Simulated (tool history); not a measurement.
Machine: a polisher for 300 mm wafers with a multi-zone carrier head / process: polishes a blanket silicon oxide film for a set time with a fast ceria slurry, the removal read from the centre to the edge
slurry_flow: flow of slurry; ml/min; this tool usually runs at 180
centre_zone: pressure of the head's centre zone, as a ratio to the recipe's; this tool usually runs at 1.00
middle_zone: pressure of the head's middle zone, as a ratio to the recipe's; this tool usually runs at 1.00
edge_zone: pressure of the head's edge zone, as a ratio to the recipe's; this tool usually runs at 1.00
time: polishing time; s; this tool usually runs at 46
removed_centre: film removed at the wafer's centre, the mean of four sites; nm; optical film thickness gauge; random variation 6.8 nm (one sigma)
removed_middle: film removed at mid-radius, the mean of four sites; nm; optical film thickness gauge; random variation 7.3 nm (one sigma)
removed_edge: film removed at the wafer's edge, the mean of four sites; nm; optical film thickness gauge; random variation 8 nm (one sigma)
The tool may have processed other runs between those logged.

run    hour  slurry_flow  centre_zone  middle_zone  edge_zone  time  wafers since the last listed run  wafers polished on this pad  hours since the slurry nozzle was cleaned  hours since the centre zone pressure was calibrated  hours since the edge zone pressure was calibrated  hours since the carrier head's membrane was replaced  incoming thickness of the incoming film, nm  removed_centre  removed_middle  removed_edge
  1     0.0          180         1.00         1.00       1.00    46                                 0                         2742                                       55.9                                                463.7                                              454.8                                                 844.2                                       2302.4           529.1           515.5         514.0
  2   101.1          180         1.00         0.97       1.00    46                               849                         3592                                      157.0                                                564.8                                              555.9                                                 945.3                                       2293.5           515.8           490.1         496.8
      148.4  -- edge zone pressure recalibrated
      150.3  -- worn pad replaced by a new one
  3   201.4          180         1.00         0.97       1.00    46                               810                          429                                      257.3                                                665.1                                               53.0                                                1045.6                                       2316.6           544.1           510.4         533.1
  4   345.2          155         0.92         1.00       1.00    46                              1208                         1638                                      401.1                                                808.9                                              196.8                                                1189.4                                       2275.7           469.7           497.3         505.1
      413.9  -- slurry nozzle cleaned
      494.4  -- centre zone pressure recalibrated
  5   606.8          155         0.92         1.00       1.00    46                              2173                         3812                                      192.9                                                112.4                                              458.4                                                1451.0                                       2322.9           479.5           486.0         496.4
      627.4  -- worn pad replaced by a new one
  6   645.5          180         1.05         1.00       1.00    50                               291                          152                                      231.6                                                151.1                                              497.1                                                1489.7                                       2294.8           631.9           569.9         586.6
      705.4  -- edge zone pressure recalibrated
  7   747.8          180         1.00         1.00       1.00    46                               843                          995                                      333.9                                                253.4                                               42.4                                                1592.0                                       2311.1           539.2           510.1         516.9
  8   850.6          180         1.05         1.00       1.00    50                               864                         1859                                      436.7                                                356.2                                              145.2                                                1694.8                                       2322.0           591.4           528.5         563.2
      910.8  -- carrier head's membrane replaced by a new one
  9   930.2          180         1.00         1.00       1.00    46                               627                         2486                                      516.3                                                435.8                                              224.8                                                  19.4                                       2298.2           499.8           486.0         495.6
      958.3  -- slurry nozzle cleaned
 10  1009.4          180         0.94         1.00       1.00    46                               657                         3144                                       51.1                                                515.0                                              304.0                                                  98.6                                       2324.3           504.7           503.4         502.7
 11  1058.8          180         0.90         1.10       1.00    46                               415                         3559                                      100.5                                                564.4                                              353.4                                                 148.0                                       2341.2           466.7           533.6         492.1
 12  1115.8          160         1.00         1.08       1.00    46                               479                         4038                                      157.5                                                621.4                                              410.4                                                 205.0                                       2315.6           510.6           503.3         496.4
     1187.1  -- edge zone pressure recalibrated
 13  1207.0          180         1.00         0.91       1.09    38                               749                         4788                                      248.7                                                712.6                                               19.9                                                 296.2                                       2307.2           421.4           369.0         415.4
     1232.5  -- worn pad replaced by a new one
 14  1245.6          135         1.00         1.00       1.00    32                               290                          110                                      287.3                                                751.2                                               58.5                                                 334.8                                       2319.6           362.3           342.3         359.6
 15  1289.9          180         1.00         1.06       1.00    37                               372                          482                                      331.6                                                795.5                                              102.8                                                 379.1                                       2270.0           443.5           429.4         436.6
 16  1340.6          180         0.89         1.00       1.00    46                               426                          909                                      382.3                                                846.2                                              153.5                                                 429.8                                       2314.8           493.6           514.5         525.2
 17  1440.0          180         0.93         1.06       1.05    52                               835                         1744                                      481.7                                                945.6                                              252.9                                                 529.2                                       2291.0           545.9           571.4         580.3
     1543.6  -- slurry nozzle cleaned
     1548.2  -- centre zone pressure recalibrated
 18  1548.7          180         0.92         1.06       1.00    39                               888                         2633                                        5.1                                                  0.5                                              361.6                                                 637.9                                       2290.5           411.7           444.0         434.7
 19  1638.0          135         1.00         1.00       1.00    46                               750                         3383                                       94.4                                                 89.8                                              450.9                                                 727.2                                       2278.8           495.8           473.9         485.5
     1699.7  -- worn pad replaced by a new one
 20  1701.0          180         1.00         1.00       1.09    36                               495                           10                                      157.4                                                152.8                                              513.9                                                 790.2                                       2277.1           429.6           417.9         439.7
     1742.9  -- edge zone pressure recalibrated
 21  1803.8          125         1.00         1.10       1.00    46                               847                          858                                      260.2                                                255.6                                               60.9                                                 893.0                                       2307.9           506.4           523.9         500.2
 22  2016.9          180         1.11         1.00       1.00    51                              1791                         2649                                      473.3                                                468.7                                              274.0                                                1106.1                                       2329.8           619.8           530.3         555.9
 23  2083.2          180         1.00         1.00       1.00    46                               557                         3206                                      539.6                                                535.0                                              340.3                                                1172.4                                       2314.1           485.1           463.0         477.9

Pick out some run-to-run changes in removed_centre. Of each, how much would a tool without hidden state show as well, from the settings, what came in and chance, and how much is left for the hidden state and any gauge scatter not in both results compared?
Hidden state present: removal rate lost through wear of the pad, %; slurry flow missing at the pad, %; deviation of the centre zone's pressure from its setpoint, %; deviation of the edge zone's pressure from its setpoint, %.
Run 5 -> 6: slurry_flow 155 -> 180, centre_zone 0.92 -> 1.05, time 46 -> 50, worn pad replaced by a new one. removed_centre +152.4 nm: hidden state +23.7, all else +128.7.
Run 13 -> 14: slurry_flow 180 -> 135, middle_zone 0.91 -> 1.00, edge_zone 1.09 -> 1.00, time 38 -> 32, worn pad replaced by a new one. removed_centre -59.1 nm: hidden state +38.1, all else -97.2.
Run 21 -> 22: slurry_flow 125 -> 180, centre_zone 1.00 -> 1.11, middle_zone 1.10 -> 1.00, time 46 -> 51. removed_centre +113.4 nm: hidden state -48.8, all else +162.2.
Run 22 -> 23: centre_zone 1.11 -> 1.00, time 51 -> 46. removed_centre -134.7 nm: hidden state -0.2, all else -134.5.

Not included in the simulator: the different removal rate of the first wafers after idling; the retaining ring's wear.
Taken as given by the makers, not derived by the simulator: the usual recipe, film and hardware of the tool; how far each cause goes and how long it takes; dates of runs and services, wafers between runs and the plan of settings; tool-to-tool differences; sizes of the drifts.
